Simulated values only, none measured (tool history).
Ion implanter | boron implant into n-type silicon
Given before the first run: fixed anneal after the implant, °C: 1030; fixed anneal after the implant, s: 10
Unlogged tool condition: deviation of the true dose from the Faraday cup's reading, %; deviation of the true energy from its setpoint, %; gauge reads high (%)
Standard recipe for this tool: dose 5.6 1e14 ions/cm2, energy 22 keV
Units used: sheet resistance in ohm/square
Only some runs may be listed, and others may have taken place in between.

run	hour	dose	energy	wafers since the last listed run	hours since the last dose calibration	hours since the extraction supply was calibrated	hours since the gauge calibration	read-back reference wafer on the same gauge, sheet resistance	sheet resistance
1	0	5.6	22	0	852.4	1979.7	381.9	186.78	204.15
2	51	5.6	24	753	903.4	2030.7	432.9	187	204.22
3	90.8	5.6	24	587	943.2	2070.5	472.7	186.56	206.01
4	125.4	5.6	22	511	977.8	2105.1	507.3	187.3	208.18
5	178.1	5.6	22	778	1030.5	2157.8	560	187.1	209.22
6	258.4	5.6	22	1185	1110.8	2238.1	640.3	186.8	211.95
7	299.5	5.6	22	607	1151.9	2279.2	681.4	186.92	209.43
8	370.8	5.6	22	1053	1223.2	2350.5	752.7	187.08	210.59
# hour 384.7: gauge calibrated
9	418.9	4.53	22	710	1271.3	2398.6	34.2	186.87	249.06
# hour 462.2: Faraday cup replaced and dose calibrated
10	480.7	4.53	22	794	18.5	2460.4	96	186.8	242.07
11	515.4	4.53	22	512	53.2	2495.1	130.7	187.2	244.14
12	570.8	5.6	17	818	108.6	2550.5	186.1	186.87	206.63
# hour 587.3: extraction supply calibrated
13	619.7	5.6	24	604	157.5	32.4	235	186.79	200.38
14	662.2	6.71	22	627	200	74.9	277.5	187.03	175.26
15	711.4	4.5	24	726	249.2	124.1	326.7	186.65	242.7
16	743.1	5.6	22	468	280.9	155.8	358.4	186.81	202.26
17	780.2	5.6	22	547	318	192.9	395.5	187.22	204.71
18	894.6	4.56	24.5	1689	432.4	307.3	509.9	186.93	237.38
19	925.1	7.11	26.5	450	462.9	337.8	540.4	187.12	164.55
20	983.5	5.6	27	862	521.3	396.2	598.8	186.74	201.18

The next listed run, before its measurement:
21	1050.5	5.6	22	989	588.3	463.2	665.8	?	?

read-back reference wafer on the same gauge, sheet resistance: 187.09
sheet resistance: 206.19 ohm/square
On a tool with no hidden condition, and with the same random variation, this run would have come out at sheet resistance 204.21 ohm/square.
